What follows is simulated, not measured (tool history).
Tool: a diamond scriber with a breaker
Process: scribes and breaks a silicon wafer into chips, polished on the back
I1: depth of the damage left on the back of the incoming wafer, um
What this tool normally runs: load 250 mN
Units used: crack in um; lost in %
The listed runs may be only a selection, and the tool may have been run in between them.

run 1 day=0 | load=250 | I1=0.01 | crack=7.78 lost=5.13
run 2 day=1.85 | load=227 | I1=0.04 | crack=6.92 lost=9.28
run 3 day=4.546 | load=250 | I1=0.02 | crack=7.45 lost=5.92
-- day=5.196 diamond tip replaced by a new one
run 4 day=6.704 | load=250 | I1=0.04 | crack=8.86 lost=1.36
run 5 day=9.288 | load=250 | I1=0.02 | crack=8.3 lost=2.59
run 6 day=10.662 | load=250 | I1=0.03 | crack=7.82 lost=3.68
run 7 day=12.312 | load=250 | I1=0.04 | crack=7.82 lost=4.94
run 8 day=14.154 | load=250 | I1=0.02 | crack=7.45 lost=6.36
-- day=22.217 load on the tip recalibrated
run 9 day=23.129 | load=250 | I1=0.02 | crack=7.59 lost=6.24
-- day=23.892 diamond tip replaced by a new one
run 10 day=26.021 | load=250 | I1=0.05 | crack=8.7 lost=1.45
run 11 day=27.071 | load=204 | I1=0.01 | crack=7.24 lost=7.16
run 12 day=28.604 | load=228 | I1=0.03 | crack=7.63 lost=5.03
run 13 day=30.783 | load=250 | I1=0.03 | crack=7.95 lost=3.66
run 14 day=36.717 | load=295 | I1=0.05 | crack=8.56 lost=1.76
run 15 day=38.854 | load=186 | I1=0.03 | crack=5.99 lost=22.86
-- day=40.438 diamond tip replaced by a new one
run 16 day=40.971 | load=250 | I1=0.02 | crack=8.64 lost=1.74
run 17 day=42.117 | load=196 | I1=0.03 | crack=6.92 lost=11.38
run 18 day=43.288 | load=295 | I1=0.05 | crack=9.24 lost=1.03
run 19 day=44.554 | load=276 | I1=0.04 | crack=8.17 lost=2.61

Branching from run 19: 5 alternative next runs. What would each branch give?
run A day=44.583 | load=250 | I1=0.02 | crack=? lost=?
run B day=44.583 | load=302 | I1=0.02 | crack=? lost=?
run C day=44.583 | load=270 | I1=0.02 | crack=? lost=?
run D day=44.583 | load=193 | I1=0.02 | crack=? lost=?
run E day=44.583 | load=187 | I1=0.02 | crack=? lost=?

run=A crack=7.73 lost=5.07
run=B crack=8.88 lost=1.19
run=C crack=8.18 lost=2.95
run=D crack=6.36 lost=17.08
run=E crack=6.21 lost=18.99
Stripped of hidden state, with their random variation kept, the same runs would have yielded:
run=A crack=9.33 lost=0.89
run=B crack=10.72 lost=3.17
run=C crack=9.87 lost=1.27
run=D crack=7.68 lost=5.34
run=E crack=7.5 lost=6.48
